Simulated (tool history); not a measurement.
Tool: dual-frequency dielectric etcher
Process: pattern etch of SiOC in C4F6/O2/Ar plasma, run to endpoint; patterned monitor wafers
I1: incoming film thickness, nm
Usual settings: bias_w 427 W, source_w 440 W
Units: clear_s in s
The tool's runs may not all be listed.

{"run": 1, "hour": 0.0, "bias_w": 427, "source_w": 440, "I1": 42.75, "clear_s": 14.2}
{"run": 2, "hour": 99.9, "bias_w": 427, "source_w": 440, "I1": 42.6, "clear_s": 14}
{"hour": 178.3, "done": "wet clean of the chamber"}
{"run": 3, "hour": 180.2, "bias_w": 427, "source_w": 440, "I1": 42.67, "clear_s": 14}
{"run": 4, "hour": 257.3, "bias_w": 372, "source_w": 440, "I1": 42.59, "clear_s": 14.4}
{"run": 5, "hour": 328.1, "bias_w": 372, "source_w": 440, "I1": 42.43, "clear_s": 14.4}
{"run": 6, "hour": 425.8, "bias_w": 372, "source_w": 440, "I1": 42.72, "clear_s": 14.4}
{"run": 7, "hour": 513.5, "bias_w": 427, "source_w": 510, "I1": 43.04, "clear_s": 13.3}
{"run": 8, "hour": 566.6, "bias_w": 427, "source_w": 510, "I1": 42.13, "clear_s": 13}
{"hour": 657.5, "done": "wet clean of the chamber"}
{"run": 9, "hour": 747.7, "bias_w": 427, "source_w": 510, "I1": 42.57, "clear_s": 13}
{"run": 10, "hour": 821.5, "bias_w": 475, "source_w": 440, "I1": 43.02, "clear_s": 14}
{"hour": 938.5, "done": "source power generator calibrated"}
{"hour": 1100.0, "done": "bias power generator calibrated"}
{"run": 11, "hour": 1139.6, "bias_w": 475, "source_w": 440, "I1": 42.91, "clear_s": 14.1}
{"run": 12, "hour": 1182.2, "bias_w": 475, "source_w": 440, "I1": 42.59, "clear_s": 13.9}
{"run": 13, "hour": 1241.1, "bias_w": 427, "source_w": 440, "I1": 42.56, "clear_s": 14.3}
{"hour": 1268.0, "done": "wet clean of the chamber"}
{"run": 14, "hour": 1325.0, "bias_w": 427, "source_w": 440, "I1": 42.62, "clear_s": 14}
{"run": 15, "hour": 1378.7, "bias_w": 427, "source_w": 480, "I1": 43.06, "clear_s": 13.5}
{"run": 16, "hour": 1459.3, "bias_w": 427, "source_w": 480, "I1": 42.91, "clear_s": 13.4}
{"run": 17, "hour": 1512.6, "bias_w": 359, "source_w": 370, "I1": 42.49, "clear_s": 15.8}
{"run": 18, "hour": 1548.6, "bias_w": 505, "source_w": 500, "I1": 42.47, "clear_s": 12.7}
{"run": 19, "hour": 1584.8, "bias_w": 374, "source_w": 500, "I1": 42.52, "clear_s": 13.4}
{"run": 20, "hour": 1641.6, "bias_w": 476, "source_w": 370, "I1": 42.39, "clear_s": 15.1}
{"hour": 1693.3, "done": "upper electrode replaced, of another model than before"}
{"hour": 1747.3, "done": "wet clean of the chamber"}
{"run": 21, "hour": 1747.8, "bias_w": 342, "source_w": 480, "I1": 42.58, "clear_s": 13.7}
{"run": 22, "hour": 1797.8, "bias_w": 427, "source_w": 440, "I1": 42.7, "clear_s": 14}
{"run": 23, "hour": 1893.4, "bias_w": 427, "source_w": 440, "I1": 42.49, "clear_s": 13.9}
{"run": 24, "hour": 1991.0, "bias_w": 427, "source_w": 440, "I1": 42.06, "clear_s": 13.9}
{"run": 25, "hour": 2092.7, "bias_w": 459, "source_w": 490, "I1": 42.86, "clear_s": 12.6}
{"run": 26, "hour": 2166.5, "bias_w": 496, "source_w": 510, "I1": 42.47, "clear_s": 11.9}
{"run": 27, "hour": 2214.6, "bias_w": 427, "source_w": 440, "I1": 42.9, "clear_s": 14.2}
{"hour": 2239.8, "done": "wet clean of the chamber"}
{"run": 28, "hour": 2272.6, "bias_w": 427, "source_w": 440, "I1": 42.42, "clear_s": 14}
{"run": 29, "hour": 2369.1, "bias_w": 393, "source_w": 350, "I1": 42.38, "clear_s": 18.6}
{"run": 30, "hour": 2410.9, "bias_w": 485, "source_w": 370, "I1": 42.53, "clear_s": 16.3}
{"run": 31, "hour": 2672.5, "bias_w": 427, "source_w": 440, "I1": 42.78, "clear_s": 14.2}
{"run": 32, "hour": 2713.8, "bias_w": 360, "source_w": 530, "I1": 42.3, "clear_s": 12.7}
{"hour": 2743.9, "done": "wet clean of the chamber"}
{"run": 33, "hour": 2779.8, "bias_w": 500, "source_w": 400, "I1": 42.44, "clear_s": 14.6}

Forecast each of these 3 alternatives for the next run:
{"run": "A", "hour": 2780.2, "bias_w": 427, "source_w": 440, "I1": 42.52, "clear_s": "?"}
{"run": "B", "hour": 2780.2, "bias_w": 460, "source_w": 400, "I1": 42.52, "clear_s": "?"}
{"run": "C", "hour": 2780.2, "bias_w": 387, "source_w": 520, "I1": 42.52, "clear_s": "?"}

run=A clear_s=14
run=B clear_s=15.1
run=C clear_s=12.5
Without the tool's hidden state the same runs would have given:
run=A clear_s=14
run=B clear_s=15.1
run=C clear_s=12.5
